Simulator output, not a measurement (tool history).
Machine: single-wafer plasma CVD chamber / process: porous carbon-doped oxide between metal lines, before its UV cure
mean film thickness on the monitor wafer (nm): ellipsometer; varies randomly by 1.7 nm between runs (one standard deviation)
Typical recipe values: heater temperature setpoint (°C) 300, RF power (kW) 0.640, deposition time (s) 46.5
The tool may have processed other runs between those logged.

run,day,heater temperature setpoint (°C),RF power (kW),deposition time (s),wafers since the last listed run,hours since the last thermocouple change,hours since the last RF generator calibration,hours since the showerhead was replaced,hours since the gauge calibration,"read-back reference wafer on the same gauge, thickness_nm",mean film thickness on the monitor wafer (nm)
1,0.000,306,0.640,46.5,0,779.5,939.9,6010.5,222.1,315.985,281.491
2,3.450,300,0.640,46.5,2872,862.3,1022.7,6093.3,304.9,316.072,295.823
3,5.829,295,0.735,46.5,1980,919.4,1079.8,6150.4,362.0,316.075,329.258
4,9.150,295,0.735,46.5,2764,999.1,1159.5,6230.1,441.7,316.649,331.741
5,12.579,300,0.595,46.5,2854,1081.4,1241.8,6312.4,524.0,316.011,281.690
6,15.858,300,0.595,46.5,2729,1160.1,1320.5,6391.1,602.7,315.949,282.272
7,20.092,300,0.595,46.5,3524,1261.7,1422.1,6492.7,704.3,315.967,282.644
8,24.538,312,0.730,46.5,3701,1368.4,1528.8,6599.4,811.0,317.138,294.400
# day 25.146: thermocouple changed; heater temperature recalibrated
9,26.654,312,0.730,46.5,1484,36.2,1579.6,6650.2,861.8,315.464,298.853
# day 27.467: RF generator calibrated
10,29.650,300,0.640,46.5,2216,108.1,52.4,6722.1,933.7,315.842,294.158
11,32.017,288,0.585,51.4,1970,164.9,109.2,6778.9,990.5,315.755,331.081
12,35.050,300,0.640,46.5,2525,237.7,182.0,6851.7,1063.3,316.025,292.511
# day 36.958: gauge calibrated
13,39.221,291,0.740,46.5,3472,337.8,282.1,6951.8,54.3,315.815,338.825
# day 46.908: showerhead replaced
14,51.700,314,0.695,54.2,10111,637.3,581.6,115.0,353.8,316.196,331.641
15,54.225,311,0.580,40.0,2102,697.9,642.2,175.6,414.4,315.387,222.912
16,56.829,300,0.600,38.2,2168,760.4,704.7,238.1,476.9,316.323,234.627
17,60.312,309,0.525,37.3,2899,844.0,788.3,321.7,560.5,316.033,201.474
18,62.254,300,0.640,46.5,1616,890.6,834.9,368.3,607.1,316.457,292.976
19,64.238,300,0.735,46.5,1651,938.2,882.5,415.9,654.7,316.193,317.059

Each row is a separate what-if for the run after 19, all from the same tool condition, not one after another. Results?
A,64.254,300,0.640,55.1,13,938.6,882.9,416.3,655.1,?,?
B,64.254,300,0.675,41.7,13,938.6,882.9,416.3,655.1,?,?
C,64.254,288,0.700,55.2,13,938.6,882.9,416.3,655.1,?,?
D,64.254,293,0.740,50.1,13,938.6,882.9,416.3,655.1,?,?
E,64.254,293,0.690,54.4,13,938.6,882.9,416.3,655.1,?,?

run,"read-back reference wafer on the same gauge, thickness_nm",mean film thickness on the monitor wafer (nm)
A,315.407,344.565
B,315.407,270.697
C,315.407,394.685
D,315.407,358.281
E,315.407,372.664
What these runs would have given with no unlogged condition in the tool:
run,mean film thickness on the monitor wafer (nm)
A,344.565
B,270.697
C,394.685
D,358.281
E,372.664

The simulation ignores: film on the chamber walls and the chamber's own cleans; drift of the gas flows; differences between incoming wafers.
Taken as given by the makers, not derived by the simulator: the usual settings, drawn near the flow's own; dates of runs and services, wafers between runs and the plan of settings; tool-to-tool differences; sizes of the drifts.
